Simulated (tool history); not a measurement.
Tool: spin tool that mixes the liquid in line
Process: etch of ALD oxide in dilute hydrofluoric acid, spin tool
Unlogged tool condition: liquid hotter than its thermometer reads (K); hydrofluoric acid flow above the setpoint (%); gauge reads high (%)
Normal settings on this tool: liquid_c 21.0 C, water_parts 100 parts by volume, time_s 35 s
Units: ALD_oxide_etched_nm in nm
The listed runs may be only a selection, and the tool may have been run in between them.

run,hour,liquid_c,water_parts,time_s,wafers since the last listed run,hours since the thermometer was replaced,hours since the hydrofluoric acid flow meter was replaced,hours since the gauge calibration,"read-back film thickness of the ALD oxide reference wafer, read on the same gauge (nm)",ALD_oxide_etched_nm
1,0.0,21.0,100,45,0,1157.7,465.8,351.4,150.02,9.54
2,60.6,21.0,100,45,541,1218.3,526.4,412.0,150.00,9.47
3,91.0,21.0,100,35,271,1248.7,556.8,442.4,150.02,7.45
4,142.2,21.0,100,35,457,1299.9,608.0,493.6,149.99,7.38
5,185.0,21.0,100,35,382,1342.7,650.8,536.4,150.03,7.39
6,220.6,21.0,100,35,318,1378.3,686.4,572.0,150.01,7.38
7,405.2,21.0,100,35,1650,1562.9,871.0,756.6,150.01,7.40
8,467.0,21.0,100,35,552,1624.7,932.8,818.4,149.98,7.39
9,511.2,21.0,100,35,395,1668.9,977.0,862.6,149.98,7.39
10,554.2,21.0,100,35,384,1711.9,1020.0,905.6,150.01,7.42
# hour 665.1: thermometer replaced
11,714.4,21.0,100,35,1423,49.3,1180.2,1065.8,149.99,7.41
# hour 773.4: hydrofluoric acid flow meter replaced
12,776.1,21.0,100,35,542,111.0,2.7,1127.5,149.97,7.39
13,800.1,24.5,100,35,214,135.0,26.7,1151.5,149.99,8.56
14,848.2,25.0,100,45,429,183.1,74.8,1199.6,149.99,11.12
15,893.0,23.5,85,15,400,227.9,119.6,1244.4,149.97,4.21
16,953.2,21.0,100,35,538,288.1,179.8,1304.6,150.00,7.40
17,1017.8,24.5,80,45,577,352.7,244.4,1369.2,150.04,14.01
18,1048.0,21.0,100,35,269,382.9,274.6,1399.4,149.99,7.40
# hour 1050.6: gauge calibrated
19,1117.3,21.0,100,35,619,452.2,343.9,66.7,149.99,7.40
20,1185.2,24.5,80,45,606,520.1,411.8,134.6,150.04,14.03
21,1233.4,22.5,150,25,430,568.3,460.0,182.8,150.02,3.56
22,1388.4,21.0,100,35,1385,723.3,615.0,337.8,149.97,7.46
23,1434.3,19.0,100,45,410,769.2,660.9,383.7,150.00,8.75
24,1504.1,19.5,50,55,623,839.0,730.7,453.5,150.00,23.05
25,1540.8,21.0,145,35,328,875.7,767.4,490.2,150.01,4.87

Entry by entry between the runs, the difference in hidden state between the last listed run before and the first listed run after:
Between runs 10 and 11: thermometer replaced (hour 665.1)
  the hidden state is the same at both runs
Between runs 11 and 12: hydrofluoric acid flow meter replaced (hour 773.4)
  the hidden state is the same at both runs
Between runs 18 and 19: gauge calibrated (hour 1050.6)
  the hidden state is the same at both runs
